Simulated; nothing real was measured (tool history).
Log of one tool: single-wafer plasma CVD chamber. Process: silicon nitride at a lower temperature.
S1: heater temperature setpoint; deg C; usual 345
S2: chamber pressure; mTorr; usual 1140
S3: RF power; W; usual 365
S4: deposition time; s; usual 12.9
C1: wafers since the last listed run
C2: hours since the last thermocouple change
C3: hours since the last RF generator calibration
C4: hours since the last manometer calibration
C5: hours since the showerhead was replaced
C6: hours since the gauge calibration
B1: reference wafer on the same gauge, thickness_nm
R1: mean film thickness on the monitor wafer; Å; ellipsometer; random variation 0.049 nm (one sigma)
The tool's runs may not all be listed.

run	day	S1	S2	S3	S4	C1	C2	C3	C4	C5	C6	B1	R1
1	0	345	1140	365	12.9	0	646.4	1259.3	888.7	3872.3	724.5	17.191	155.45
2	2.562	345	1140	365	12.9	1226	707.9	1320.8	950.2	3933.8	786	17.181	154.91
3	5.346	345	1140	365	12.9	1332	774.7	1387.6	1017	4000.6	852.8	17.199	154.18
# day 13.158: showerhead replaced, of another model than before
4	13.862	345	1140	365	12.9	3917	979.1	1592	1221.4	16.9	1057.2	17.196	155.59
5	15.408	345	1000	365	14.3	739	1016.2	1629.1	1258.5	54	1094.3	17.208	169.9
6	18.279	345	1000	365	14.3	1374	1085.1	1698	1327.4	122.9	1163.2	17.194	168.68
7	19.3	345	1140	365	12.9	488	1109.6	1722.5	1351.9	147.4	1187.7	17.208	154.71
# day 21.088: capacitance manometer re-zeroed and calibrated
8	22.15	345	1140	365	12.9	1204	1178	1790.9	25.5	215.8	1256.1	17.219	155.41
9	23.733	345	1140	365	12.9	757	1216	1828.9	63.5	253.8	1294.1	17.206	154.57
10	24.821	345	1140	365	12.9	520	1242.1	1855	89.6	279.9	1320.2	17.207	153.39
11	26.933	345	1140	365	12.9	1011	1292.8	1905.7	140.3	330.6	1370.9	17.192	153.11
12	28.188	345	1140	340	11.2	600	1322.9	1935.8	170.4	360.7	1401	17.181	127.98
# day 30.842: RF generator calibrated
13	31.146	333	1070	365	11.4	1256	1393.9	7.3	241.4	431.7	1472	17.194	139.97
14	32.262	357	1140	385	14.1	534	1420.7	34.1	268.2	458.5	1498.8	17.216	176.44
15	33.571	331	1060	365	12.9	626	1452.1	65.5	299.6	489.9	1530.2	17.19	158.23
# day 40.254: gauge calibrated
16	40.621	339	1320	420	10.4	3374	1621.3	234.7	468.8	659.1	8.8	17.227	140.33
17	42.262	345	1140	365	12.9	785	1660.7	274.1	508.2	698.5	48.2	17.194	158.21
# day 43.692: thermocouple changed; heater temperature recalibrated
18	44.021	345	1140	365	12.9	682	7.9	316.3	550.4	740.7	90.4	17.209	157.2
19	45.579	345	1140	365	12.9	745	45.3	353.7	587.8	778.1	127.8	17.2	157.25
20	47.562	345	1140	365	12.9	949	92.9	401.3	635.4	825.7	175.4	17.214	158.38
21	48.854	353	1140	365	12.9	618	123.9	432.3	666.4	856.7	206.4	17.209	157.76
22	51.225	345	1320	365	12.9	1134	180.8	489.2	723.3	913.6	263.3	17.178	159.33
23	53.521	339	1320	300	14.2	1098	235.9	544.3	778.4	968.7	318.4	17.208	155.26
24	56.042	357	1140	385	14.1	1206	296.4	604.8	838.9	1029.2	378.9	17.2	177.15
25	57.342	345	1010	435	12.9	622	327.6	636	870.1	1060.4	410.1	17.196	173.32
26	59.429	337	1140	365	14.5	999	377.7	686.1	920.2	1110.5	460.2	17.191	177.24
27	60.954	349	1310	365	12.9	729	414.3	722.7	956.8	1147.1	496.8	17.193	159.47
28	62.029	345	930	410	13.8	514	440.1	748.5	982.6	1172.9	522.6	17.195	178.2
29	63.392	345	1140	365	13.8	652	472.8	781.2	1015.3	1205.6	555.3	17.202	168.32

3 ways to go on from here, each from the tool as it stands after run 29. What would each give?
A	63.408	345	1140	365	12.9	7	473.2	781.6	1015.7	1206	555.7	?	?
B	63.408	354	1140	365	11.4	7	473.2	781.6	1015.7	1206	555.7	?	?
C	63.408	349	1380	365	14.2	7	473.2	781.6	1015.7	1206	555.7	?	?

run	B1	R1
A	17.211	158
B	17.211	139.12
C	17.211	176.89
Without the tool's hidden state the same runs would have given:
run	R1
A	158.77
B	139.8
C	177.76
